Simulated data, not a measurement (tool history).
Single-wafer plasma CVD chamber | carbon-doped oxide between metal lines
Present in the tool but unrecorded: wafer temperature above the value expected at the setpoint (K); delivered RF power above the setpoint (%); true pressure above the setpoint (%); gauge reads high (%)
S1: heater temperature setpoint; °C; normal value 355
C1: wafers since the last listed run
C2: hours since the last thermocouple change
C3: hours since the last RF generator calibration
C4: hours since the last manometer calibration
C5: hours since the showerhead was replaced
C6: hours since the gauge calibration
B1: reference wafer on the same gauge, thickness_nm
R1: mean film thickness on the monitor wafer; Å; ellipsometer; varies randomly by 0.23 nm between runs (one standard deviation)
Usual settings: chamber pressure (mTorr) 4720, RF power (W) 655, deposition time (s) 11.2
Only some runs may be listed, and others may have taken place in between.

{"run": 1, "hour": 0.0, "S1": 359, "chamber pressure (mTorr)": 4720, "RF power (W)": 655, "deposition time (s)": 11.2, "C1": 0, "C2": 2008, "C3": 1175.1, "C4": 2480.9, "C5": 7567, "C6": 114.4, "B1": 61.204, "R1": 642.32}
{"run": 2, "hour": 31.0, "S1": 355, "chamber pressure (mTorr)": 4720, "RF power (W)": 655, "deposition time (s)": 11.2, "C1": 1057, "C2": 2039, "C3": 1206.1, "C4": 2511.9, "C5": 7598, "C6": 145.4, "B1": 61.273, "R1": 651.8}
{"run": 3, "hour": 48.8, "S1": 355, "chamber pressure (mTorr)": 4720, "RF power (W)": 600, "deposition time (s)": 10.1, "C1": 607, "C2": 2056.8, "C3": 1223.9, "C4": 2529.7, "C5": 7615.8, "C6": 163.2, "B1": 61.228, "R1": 555.24}
{"run": 4, "hour": 78.7, "S1": 355, "chamber pressure (mTorr)": 4720, "RF power (W)": 600, "deposition time (s)": 10.1, "C1": 1020, "C2": 2086.7, "C3": 1253.8, "C4": 2559.6, "C5": 7645.7, "C6": 193.1, "B1": 61.255, "R1": 560.39}
{"run": 5, "hour": 100.6, "S1": 355, "chamber pressure (mTorr)": 4720, "RF power (W)": 600, "deposition time (s)": 10.1, "C1": 747, "C2": 2108.6, "C3": 1275.7, "C4": 2581.5, "C5": 7667.6, "C6": 215, "B1": 61.225, "R1": 556.1}
{"run": 6, "hour": 130.0, "S1": 348, "chamber pressure (mTorr)": 4720, "RF power (W)": 655, "deposition time (s)": 11.2, "C1": 1003, "C2": 2138, "C3": 1305.1, "C4": 2610.9, "C5": 7697, "C6": 244.4, "B1": 61.217, "R1": 658}
{"hour": 153.7, "done": "gauge calibrated"}
{"hour": 158.9, "done": "showerhead replaced"}
{"run": 7, "hour": 159.4, "S1": 348, "chamber pressure (mTorr)": 4720, "RF power (W)": 655, "deposition time (s)": 11.2, "C1": 730, "C2": 2167.4, "C3": 1334.5, "C4": 2640.3, "C5": 0.5, "C6": 5.7, "B1": 61.25, "R1": 656.41}
{"run": 8, "hour": 180.5, "S1": 348, "chamber pressure (mTorr)": 4720, "RF power (W)": 655, "deposition time (s)": 11.2, "C1": 720, "C2": 2188.5, "C3": 1355.6, "C4": 2661.4, "C5": 21.6, "C6": 26.8, "B1": 61.207, "R1": 656.29}
{"run": 9, "hour": 215.2, "S1": 355, "chamber pressure (mTorr)": 3850, "RF power (W)": 655, "deposition time (s)": 11.2, "C1": 1184, "C2": 2223.2, "C3": 1390.3, "C4": 2696.1, "C5": 56.3, "C6": 61.5, "B1": 61.225, "R1": 619.37}
{"run": 10, "hour": 236.2, "S1": 342, "chamber pressure (mTorr)": 4720, "RF power (W)": 615, "deposition time (s)": 12.5, "C1": 716, "C2": 2244.2, "C3": 1411.3, "C4": 2717.1, "C5": 77.3, "C6": 82.5, "B1": 61.144, "R1": 716}
{"hour": 254.1, "done": "capacitance manometer re-zeroed and calibrated"}
{"hour": 259.7, "done": "RF generator calibrated"}
{"run": 11, "hour": 260.2, "S1": 355, "chamber pressure (mTorr)": 5370, "RF power (W)": 695, "deposition time (s)": 11.2, "C1": 353, "C2": 2268.2, "C3": 0.5, "C4": 6.1, "C5": 101.3, "C6": 106.5, "B1": 61.183, "R1": 717.1}
{"run": 12, "hour": 263.8, "S1": 367, "chamber pressure (mTorr)": 5540, "RF power (W)": 785, "deposition time (s)": 12.3, "C1": 122, "C2": 2271.8, "C3": 4.1, "C4": 9.7, "C5": 104.9, "C6": 110.1, "B1": 61.101, "R1": 821.77}
{"hour": 336.0, "done": "thermocouple changed; heater temperature recalibrated"}
{"run": 13, "hour": 361.0, "S1": 355, "chamber pressure (mTorr)": 4720, "RF power (W)": 600, "deposition time (s)": 10.1, "C1": 3043, "C2": 25, "C3": 101.3, "C4": 106.9, "C5": 202.1, "C6": 207.3, "B1": 61.164, "R1": 582.18}
{"run": 14, "hour": 392.0, "S1": 355, "chamber pressure (mTorr)": 5780, "RF power (W)": 655, "deposition time (s)": 11.2, "C1": 1057, "C2": 56, "C3": 132.3, "C4": 137.9, "C5": 233.1, "C6": 238.3, "B1": 61.215, "R1": 698.47}
{"run": 15, "hour": 406.8, "S1": 355, "chamber pressure (mTorr)": 4720, "RF power (W)": 655, "deposition time (s)": 11.2, "C1": 505, "C2": 70.8, "C3": 147.1, "C4": 152.7, "C5": 247.9, "C6": 253.1, "B1": 61.176, "R1": 672.54}
{"run": 16, "hour": 423.4, "S1": 365, "chamber pressure (mTorr)": 3810, "RF power (W)": 700, "deposition time (s)": 10.2, "C1": 566, "C2": 87.4, "C3": 163.7, "C4": 169.3, "C5": 264.5, "C6": 269.7, "B1": 61.18, "R1": 592.51}
{"run": 17, "hour": 435.6, "S1": 369, "chamber pressure (mTorr)": 5280, "RF power (W)": 655, "deposition time (s)": 11.2, "C1": 416, "C2": 99.6, "C3": 175.9, "C4": 181.5, "C5": 276.7, "C6": 281.9, "B1": 61.103, "R1": 666.01}
{"run": 18, "hour": 457.3, "S1": 348, "chamber pressure (mTorr)": 4720, "RF power (W)": 655, "deposition time (s)": 11.2, "C1": 740, "C2": 121.3, "C3": 197.6, "C4": 203.2, "C5": 298.4, "C6": 303.6, "B1": 61.221, "R1": 687.16}
{"hour": 458.3, "done": "gauge calibrated"}
{"run": 19, "hour": 480.2, "S1": 364, "chamber pressure (mTorr)": 3730, "RF power (W)": 565, "deposition time (s)": 11.2, "C1": 781, "C2": 144.2, "C3": 220.5, "C4": 226.1, "C5": 321.3, "C6": 21.9, "B1": 61.199, "R1": 582.72}

Branching from run 19: 4 alternative next runs. What would each branch give?
{"run": "A", "hour": 480.6, "S1": 355, "chamber pressure (mTorr)": 5290, "RF power (W)": 655, "deposition time (s)": 11.2, "C1": 13, "C2": 144.6, "C3": 220.9, "C4": 226.5, "C5": 321.7, "C6": 22.3, "B1": "?", "R1": "?"}
{"run": "B", "hour": 480.6, "S1": 355, "chamber pressure (mTorr)": 5480, "RF power (W)": 710, "deposition time (s)": 12.1, "C1": 13, "C2": 144.6, "C3": 220.9, "C4": 226.5, "C5": 321.7, "C6": 22.3, "B1": "?", "R1": "?"}
{"run": "C", "hour": 480.6, "S1": 365, "chamber pressure (mTorr)": 4720, "RF power (W)": 655, "deposition time (s)": 10, "C1": 13, "C2": 144.6, "C3": 220.9, "C4": 226.5, "C5": 321.7, "C6": 22.3, "B1": "?", "R1": "?"}
{"run": "D", "hour": 480.6, "S1": 355, "chamber pressure (mTorr)": 3760, "RF power (W)": 655, "deposition time (s)": 9.1, "C1": 13, "C2": 144.6, "C3": 220.9, "C4": 226.5, "C5": 321.7, "C6": 22.3, "B1": "?", "R1": "?"}

run=A B1=61.249 R1=685.17
run=B B1=61.249 R1=775.63
run=C B1=61.249 R1=585.86
run=D B1=61.249 R1=523.13
What these runs would have given with no unlogged condition in the tool:
run=A R1=692.68
run=B R1=784.03
run=C R1=592.28
run=D R1=528.87

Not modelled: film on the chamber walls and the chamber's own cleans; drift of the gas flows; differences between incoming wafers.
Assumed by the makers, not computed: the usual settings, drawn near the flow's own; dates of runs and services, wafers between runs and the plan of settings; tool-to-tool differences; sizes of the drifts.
